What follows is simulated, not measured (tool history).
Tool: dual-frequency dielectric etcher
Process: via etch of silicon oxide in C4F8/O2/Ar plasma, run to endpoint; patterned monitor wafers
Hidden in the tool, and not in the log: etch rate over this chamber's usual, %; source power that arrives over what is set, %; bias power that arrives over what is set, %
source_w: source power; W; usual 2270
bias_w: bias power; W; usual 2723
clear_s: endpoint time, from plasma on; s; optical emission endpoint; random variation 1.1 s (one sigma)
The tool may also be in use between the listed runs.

run,hour,source_w,bias_w,wafers since the last listed run,hours since the last wet clean,hours since the last source power generator calibration,hours since the last bias power generator calibration,hours since the last upper electrode change,"incoming incoming film thickness, nm",clear_s
1,0.0,2270,2723,0,326.5,3955.5,3930.8,1795.5,1920.1,372.0
2,34.2,2270,2723,154,360.7,3989.7,3965.0,1829.7,1928.5,371.0
3,59.1,2270,2723,112,385.6,4014.6,3989.9,1854.6,1930.7,372.6
4,83.7,2270,2723,111,410.2,4039.2,4014.5,1879.2,1920.2,371.1
5,109.6,2270,2723,117,436.1,4065.1,4040.4,1905.1,1932.6,373.5
6,131.0,2270,2723,96,457.5,4086.5,4061.8,1926.5,1923.3,373.2
7,160.7,2270,2723,134,487.2,4116.2,4091.5,1956.2,1926.2,373.4
8,194.3,2270,2723,152,520.8,4149.8,4125.1,1989.8,1941.2,375.6
9,223.4,2270,2723,131,549.9,4178.9,4154.2,2018.9,1923.0,374.3
# hour 264.3: source power generator calibrated
# hour 294.3: wet clean of the chamber
10,294.8,2270,2723,196,0.5,30.5,4225.6,2090.3,1921.2,368.2
11,295.2,2270,2723,1,0.9,30.9,4226.0,2090.7,1922.0,369.9
12,305.3,2270,2723,45,11.0,41.0,4236.1,2100.8,1927.1,368.4
# hour 337.7: bias power generator calibrated
13,349.2,2270,2723,180,54.9,84.9,11.5,2144.7,1935.5,370.5
14,364.9,1720,2723,71,70.6,100.6,27.2,2160.4,1946.0,408.3
15,385.5,2100,2337,93,91.2,121.2,47.8,2181.0,1923.1,400.0
16,411.2,1730,3113,116,116.9,146.9,73.5,2206.7,1944.3,388.3
17,434.2,2790,2235,104,139.9,169.9,96.5,2229.7,1925.1,369.5
# hour 458.4: upper electrode replaced
18,467.2,1730,3113,40,172.9,202.9,129.5,8.8,1930.7,387.5
19,496.6,2620,2723,133,202.3,232.3,158.9,38.2,1932.5,355.5
20,518.2,2690,2537,97,223.9,253.9,180.5,59.8,1936.3,362.1
21,608.8,2100,2337,410,314.5,344.5,271.1,150.4,1914.6,399.6
22,637.7,1720,3051,130,343.4,373.4,300.0,179.3,1931.7,393.6
23,659.3,1790,3347,97,365.0,395.0,321.6,200.9,1932.2,377.3
24,686.8,2760,2723,124,392.5,422.5,349.1,228.4,1927.4,349.6
25,707.9,2270,2723,95,413.6,443.6,370.2,249.5,1937.8,375.8

The same runs without the tool's hidden state, with the same run-to-run variation:
run,clear_s
1,369.9
2,368.6
3,369.9
4,368.1
5,370.4
6,369.8
7,369.8
8,371.6
9,370.1
10,368.5
11,370.2
12,368.6
13,370.4
14,408.0
15,399.5
16,387.6
17,368.6
18,386.2
19,354.1
20,360.4
21,396.9
22,390.7
23,374.3
24,346.6
25,372.4
